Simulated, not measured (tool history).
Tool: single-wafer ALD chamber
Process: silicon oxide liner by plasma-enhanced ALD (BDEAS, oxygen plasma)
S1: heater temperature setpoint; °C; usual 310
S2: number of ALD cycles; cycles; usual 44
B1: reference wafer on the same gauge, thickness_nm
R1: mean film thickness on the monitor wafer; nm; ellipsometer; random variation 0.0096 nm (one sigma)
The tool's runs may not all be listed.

run    hour   S1  S2     B1     R1
  1       0  310  44  3.379  3.803
  2    52.2  310  44  3.376  3.807
  3    99.1  314  44  3.378  3.787
  4   124.8  314  44  3.379  3.782
  5   188.3  310  44  3.378  3.794
  6   226.2  310  44  3.376  3.786
  7   256.9  310  44  3.382  3.801
  8   288.9  310  44  3.377  3.796
  9   324.3  310  44  3.371  3.794
 10   380.8  310  44  3.378  3.804
 11   430.5  310  44  3.375  3.794
 12   455.9  310  44  3.375  3.775
      488.4  -- thermocouple changed; heater temperature recalibrated
 13   488.9  320  44  3.374  3.738
 14     547  320  44   3.37  3.749
 15   628.1  317  50  3.376  4.283
 16   672.7  310  44  3.372  3.789
 17   697.2  310  44  3.372  3.813
      719.2  -- gauge calibrated
 18   753.5  321  36  3.426  3.101
 19   797.3  325  51  3.419  4.371
 20   836.3  322  51  3.408  4.389
 21   877.6  303  44  3.408  3.865
 22   937.1  317  47    3.4  4.051
 23   994.2  310  49  3.392  4.253
 24  1060.2  310  44  3.385  3.807
 25  1107.9  298  41  3.384  3.609
 26  1159.4  298  44  3.381  3.854
 27  1223.4  319  44  3.372  3.759
 28  1252.1  317  49  3.372  4.186
 29  1303.9  310  44  3.373  3.784
 30  1339.8  322  51  3.366  4.307

Run 31 comes next. What will it give?
 31  1364.6  310  44   ?   ?

Run 31 gave B1 3.367, R1 3.783 nm.
Without the tool's hidden state the same run would have given R1 3.854 nm.
